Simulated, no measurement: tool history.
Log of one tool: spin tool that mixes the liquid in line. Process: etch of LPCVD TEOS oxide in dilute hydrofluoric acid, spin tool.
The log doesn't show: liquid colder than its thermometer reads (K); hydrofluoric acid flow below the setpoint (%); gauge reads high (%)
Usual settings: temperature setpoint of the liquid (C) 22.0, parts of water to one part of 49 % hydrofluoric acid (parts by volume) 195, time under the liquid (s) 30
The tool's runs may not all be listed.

| run | hour | temperature setpoint of the liquid (C) | parts of water to one part of 49 % hydrofluoric acid (parts by volume) | time under the liquid (s) | wafers since the last listed run | hours since the thermometer was replaced | hours since the hydrofluoric acid flow meter was replaced | hours since the gauge calibration | read-back film thickness of the LPCVD TEOS oxide reference wafer, read on the same gauge (nm) | thickness taken off the LPCVD TEOS oxide on a monitor wafer (Å) |
|---|---|---|---|---|---|---|---|---|---|---|
| 1 | 0.0 | 22.0 | 195 | 30 | 0 | 2655.8 | 605.4 | 153.3 | 120.02 | 43.4 |
| 2 | 21.0 | 22.0 | 195 | 30 | 357 | 2676.8 | 626.4 | 174.3 | 119.99 | 43.2 |
|  | 36.9 | gauge calibrated |
| 3 | 56.2 | 21.0 | 195 | 30 | 599 | 2712.0 | 661.6 | 19.3 | 120.02 | 41.4 |
| 4 | 75.5 | 22.0 | 195 | 30 | 328 | 2731.3 | 680.9 | 38.6 | 120.02 | 42.5 |
| 5 | 106.9 | 22.0 | 195 | 30 | 534 | 2762.7 | 712.3 | 70.0 | 120.06 | 42.5 |
| 6 | 124.3 | 22.0 | 195 | 30 | 296 | 2780.1 | 729.7 | 87.4 | 119.99 | 42.3 |
|  | 141.7 | thermometer replaced |
| 7 | 158.5 | 22.0 | 175 | 30 | 565 | 16.8 | 763.9 | 121.6 | 119.98 | 47.7 |
| 8 | 180.5 | 26.0 | 195 | 15 | 374 | 38.8 | 785.9 | 143.6 | 119.98 | 24.1 |
|  | 208.2 | hydrofluoric acid flow meter replaced |
| 9 | 212.8 | 25.5 | 195 | 30 | 533 | 71.1 | 4.6 | 175.9 | 119.97 | 54.1 |
|  | 231.3 | gauge calibrated |
| 10 | 243.3 | 18.5 | 270 | 30 | 519 | 101.6 | 35.1 | 12.0 | 120.01 | 27.7 |
| 11 | 263.9 | 18.5 | 110 | 35 | 350 | 122.2 | 55.7 | 32.6 | 120.01 | 92.2 |
| 12 | 287.9 | 22.0 | 195 | 30 | 408 | 146.2 | 79.7 | 56.6 | 119.99 | 46.9 |
| 13 | 322.7 | 22.0 | 195 | 50 | 592 | 181.0 | 114.5 | 91.4 | 120.03 | 78.2 |
| 14 | 350.9 | 23.5 | 160 | 30 | 480 | 209.2 | 142.7 | 119.6 | 120.00 | 62.0 |

Forecast each of these 3 alternatives for the next run:
| A | 351.3 | 22.0 | 195 | 30 | 6 | 209.6 | 143.1 | 120.0 | ? | ? |
| B | 351.3 | 22.0 | 285 | 30 | 6 | 209.6 | 143.1 | 120.0 | ? | ? |
| C | 351.3 | 19.0 | 140 | 45 | 6 | 209.6 | 143.1 | 120.0 | ? | ? |

| run | read-back film thickness of the LPCVD TEOS oxide reference wafer, read on the same gauge (nm) | thickness taken off the LPCVD TEOS oxide on a monitor wafer (Å) |
|---|---|---|
| A | 120.07 | 46.8 |
| B | 120.07 | 29.2 |
| C | 120.07 | 92.2 |
Without the tool's hidden state the same runs would have given:
| run | thickness taken off the LPCVD TEOS oxide on a monitor wafer (Å) |
|---|---|
| A | 48.8 |
| B | 30.6 |
| C | 96.0 |

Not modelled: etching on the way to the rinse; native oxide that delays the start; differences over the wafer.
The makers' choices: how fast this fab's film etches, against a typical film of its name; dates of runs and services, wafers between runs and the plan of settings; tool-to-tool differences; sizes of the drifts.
